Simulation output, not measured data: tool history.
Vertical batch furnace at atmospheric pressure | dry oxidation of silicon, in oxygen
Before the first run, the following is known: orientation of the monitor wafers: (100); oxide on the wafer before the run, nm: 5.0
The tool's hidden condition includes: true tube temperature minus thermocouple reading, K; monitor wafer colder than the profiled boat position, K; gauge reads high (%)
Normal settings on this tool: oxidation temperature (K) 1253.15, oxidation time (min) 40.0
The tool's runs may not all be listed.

run,hour,oxidation temperature (K),oxidation time (min),wafers since the last listed run,hours since the last temperature calibration,hours since the boat lift was adjusted,hours since the gauge calibration,"read-back reference wafer on the same gauge, thickness",oxide thickness on the monitor wafer (nm)
1,0.0,1253.15,40.0,0,1914.1,3458.8,260.6,33.71,31.69
2,63.6,1253.15,40.0,726,1977.7,3522.4,324.2,33.71,31.84
3,89.5,1253.15,40.0,295,2003.6,3548.3,350.1,33.73,31.62
4,116.1,1253.15,35.5,303,2030.2,3574.9,376.7,33.71,29.64
5,129.9,1253.15,40.0,157,2044.0,3588.7,390.5,33.70,31.69
6,144.6,1253.15,40.0,167,2058.7,3603.4,405.2,33.70,31.78
# hour 194.6: thermocouples replaced and temperature profile calibrated
7,195.1,1253.15,40.0,302,0.5,3653.9,455.7,33.71,30.39
8,200.4,1253.15,40.0,60,5.8,3659.2,461.0,33.70,30.33
9,208.4,1253.15,40.0,91,13.8,3667.2,469.0,33.68,30.41
# hour 219.2: gauge calibrated
10,239.9,1253.15,52.0,359,45.3,3698.7,20.7,33.70,35.70
11,275.0,1253.15,40.0,401,80.4,3733.8,55.8,33.69,30.45
12,296.8,1269.15,27.5,249,102.2,3755.6,77.6,33.71,28.48
13,310.7,1265.15,47.5,158,116.1,3769.5,91.5,33.69,37.41
# hour 350.2: boat lift adjusted
14,350.7,1267.15,40.0,182,156.1,0.5,131.5,33.69,34.74
15,356.5,1270.15,50.5,66,161.9,6.3,137.3,33.69,40.91
16,371.2,1253.15,40.0,167,176.6,21.0,152.0,33.70,30.39
17,385.8,1253.15,54.5,166,191.2,35.6,166.6,33.71,36.75
18,411.7,1275.15,53.0,295,217.1,61.5,192.5,33.71,44.28
19,437.2,1253.15,47.5,291,242.6,87.0,218.0,33.72,33.81
20,472.4,1278.15,48.5,402,277.8,122.2,253.2,33.67,43.43

Each run again, without the hidden state but with its own random variation kept:
run,oxide thickness on the monitor wafer (nm)
1,30.35
2,30.44
3,30.22
4,28.31
5,30.26
6,30.33
7,30.30
8,30.24
9,30.31
10,35.56
11,30.32
12,28.30
13,37.16
14,34.47
15,40.59
16,30.20
17,36.49
18,43.88
19,33.54
20,42.98
